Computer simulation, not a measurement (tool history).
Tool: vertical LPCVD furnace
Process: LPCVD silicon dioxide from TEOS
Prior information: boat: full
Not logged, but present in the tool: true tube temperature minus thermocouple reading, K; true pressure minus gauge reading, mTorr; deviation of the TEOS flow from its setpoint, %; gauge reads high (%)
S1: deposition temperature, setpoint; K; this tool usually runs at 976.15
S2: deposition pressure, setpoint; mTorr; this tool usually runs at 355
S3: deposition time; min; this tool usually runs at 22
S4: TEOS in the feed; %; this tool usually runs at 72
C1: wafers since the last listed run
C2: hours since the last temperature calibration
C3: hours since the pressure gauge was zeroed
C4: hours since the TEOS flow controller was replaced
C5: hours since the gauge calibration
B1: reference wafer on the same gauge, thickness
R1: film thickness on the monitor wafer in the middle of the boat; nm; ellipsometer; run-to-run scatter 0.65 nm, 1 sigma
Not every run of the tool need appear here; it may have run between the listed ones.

run 1 hour=0 | S1=976.15 S2=355 S3=22 S4=81 | C1=0 C2=2274.5 C3=1839.9 C4=3205.4 C5=223.3 | B1=211.05 | R1=217.67
run 2 hour=7.2 | S1=976.15 S2=355 S3=22 S4=81 | C1=77 C2=2281.7 C3=1847.1 C4=3212.6 C5=230.5 | B1=210.83 | R1=217.83
run 3 hour=22.2 | S1=976.15 S2=355 S3=22 S4=77 | C1=161 C2=2296.7 C3=1862.1 C4=3227.6 C5=245.5 | B1=210.92 | R1=211.88
run 4 hour=31.2 | S1=976.15 S2=355 S3=22 S4=77 | C1=96 C2=2305.7 C3=1871.1 C4=3236.6 C5=254.5 | B1=211.03 | R1=211.29
run 5 hour=49 | S1=976.15 S2=355 S3=22 S4=72 | C1=191 C2=2323.5 C3=1888.9 C4=3254.4 C5=272.3 | B1=211.01 | R1=205.4
run 6 hour=60.3 | S1=976.15 S2=355 S3=22 S4=72 | C1=121 C2=2334.8 C3=1900.2 C4=3265.7 C5=283.6 | B1=211.1 | R1=205.53
run 7 hour=67.6 | S1=976.15 S2=355 S3=22 S4=72 | C1=78 C2=2342.1 C3=1907.5 C4=3273 C5=290.9 | B1=211.01 | R1=206.12
run 8 hour=76.4 | S1=973.15 S2=355 S3=22 S4=72 | C1=94 C2=2350.9 C3=1916.3 C4=3281.8 C5=299.7 | B1=211.15 | R1=191.56
run 9 hour=94.4 | S1=973.15 S2=355 S3=22 S4=72 | C1=193 C2=2368.9 C3=1934.3 C4=3299.8 C5=317.7 | B1=211.06 | R1=193.14
run 10 hour=106.9 | S1=976.15 S2=355 S3=22 S4=72 | C1=134 C2=2381.4 C3=1946.8 C4=3312.3 C5=330.2 | B1=210.7 | R1=207.64
run 11 hour=126.2 | S1=976.15 S2=355 S3=22 S4=72 | C1=207 C2=2400.7 C3=1966.1 C4=3331.6 C5=349.5 | B1=210.98 | R1=207.25
run 12 hour=142.4 | S1=976.15 S2=355 S3=22 S4=72 | C1=174 C2=2416.9 C3=1982.3 C4=3347.8 C5=365.7 | B1=211.04 | R1=206.72
run 13 hour=159.2 | S1=970.15 S2=355 S3=22 S4=62 | C1=180 C2=2433.7 C3=1999.1 C4=3364.6 C5=382.5 | B1=210.91 | R1=167.45
-- hour=166.2 gauge calibrated
run 14 hour=166.9 | S1=970.15 S2=355 S3=22 S4=62 | C1=82 C2=2441.4 C3=2006.8 C4=3372.3 C5=0.7 | B1=211.13 | R1=166.78
-- hour=199.1 thermocouples replaced and temperature profile calibrated
-- hour=199.8 TEOS flow controller replaced
run 15 hour=200.3 | S1=970.15 S2=355 S3=22 S4=62 | C1=94 C2=1.2 C3=2040.2 C4=0.5 C5=34.1 | B1=210.93 | R1=151.3
run 16 hour=205.1 | S1=976.15 S2=395 S3=22 S4=62 | C1=51 C2=6 C3=2045 C4=5.3 C5=38.9 | B1=211.06 | R1=183.34
run 17 hour=217.4 | S1=976.15 S2=355 S3=22 S4=72 | C1=132 C2=18.3 C3=2057.3 C4=17.6 C5=51.2 | B1=210.98 | R1=187.76
run 18 hour=226.6 | S1=986.15 S2=400 S3=13.5 S4=62 | C1=99 C2=27.5 C3=2066.5 C4=26.8 C5=60.4 | B1=210.83 | R1=142.63
run 19 hour=240 | S1=976.15 S2=355 S3=22 S4=72 | C1=144 C2=40.9 C3=2079.9 C4=40.2 C5=73.8 | B1=211.01 | R1=189.02
run 20 hour=258.9 | S1=987.15 S2=285 S3=15 S4=77 | C1=203 C2=59.8 C3=2098.8 C4=59.1 C5=92.7 | B1=210.96 | R1=151.37
run 21 hour=267.4 | S1=987.15 S2=385 S3=22 S4=68 | C1=91 C2=68.3 C3=2107.3 C4=67.6 C5=101.2 | B1=210.9 | R1=244.92
-- hour=291.9 pressure gauge zeroed
run 22 hour=292.4 | S1=976.15 S2=355 S3=22 S4=72 | C1=10 C2=93.3 C3=0.5 C4=92.6 C5=126.2 | B1=210.95 | R1=186.56
run 23 hour=297.2 | S1=969.15 S2=425 S3=22 S4=72 | C1=51 C2=98.1 C3=5.3 C4=97.4 C5=131 | B1=210.74 | R1=175.03
run 24 hour=340.3 | S1=968.15 S2=410 S3=26 S4=81 | C1=463 C2=141.2 C3=48.4 C4=140.5 C5=174.1 | B1=211.03 | R1=208.67
run 25 hour=357.7 | S1=970.15 S2=440 S3=22 S4=63 | C1=187 C2=158.6 C3=65.8 C4=157.9 C5=191.5 | B1=211.26 | R1=171.1
run 26 hour=368.1 | S1=976.15 S2=355 S3=22 S4=72 | C1=111 C2=169 C3=76.2 C4=168.3 C5=201.9 | B1=211.05 | R1=188.29
run 27 hour=388.2 | S1=976.15 S2=355 S3=22 S4=67 | C1=216 C2=189.1 C3=96.3 C4=188.4 C5=222 | B1=210.99 | R1=180.24
run 28 hour=406.9 | S1=976.15 S2=355 S3=18.5 S4=67 | C1=201 C2=207.8 C3=115 C4=207.1 C5=240.7 | B1=211.13 | R1=152.95
run 29 hour=426 | S1=976.15 S2=355 S3=24.5 S4=66 | C1=205 C2=226.9 C3=134.1 C4=226.2 C5=259.8 | B1=210.91 | R1=200.51
run 30 hour=438.6 | S1=985.15 S2=385 S3=18 S4=82 | C1=135 C2=239.5 C3=146.7 C4=238.8 C5=272.4 | B1=210.97 | R1=209.62

Entry by entry between the runs, the difference in hidden state between the last listed run before and the first listed run after:
Logged between run 13 and run 14: gauge calibrated (hour 166.2)
  true tube temperature minus thermocouple reading, K: 4.72 -> 4.74
  the result without the hidden state subtracted from the measured one, R1: +17.42 -> +17.45 nm
Logged between run 14 and run 15: thermocouples replaced and temperature profile calibrated (hour 199.1); TEOS flow controller replaced (hour 199.8)
  true tube temperature minus thermocouple reading, K: 4.74 -> 0.272
  the result without the hidden state subtracted from the measured one, R1: +17.45 -> +0.96 nm
Logged between run 21 and run 22: pressure gauge zeroed (hour 291.9)
  true tube temperature minus thermocouple reading, K: 0.276 -> 0.279
  the result without the hidden state subtracted from the measured one, R1: +1.52 -> +1.19 nm
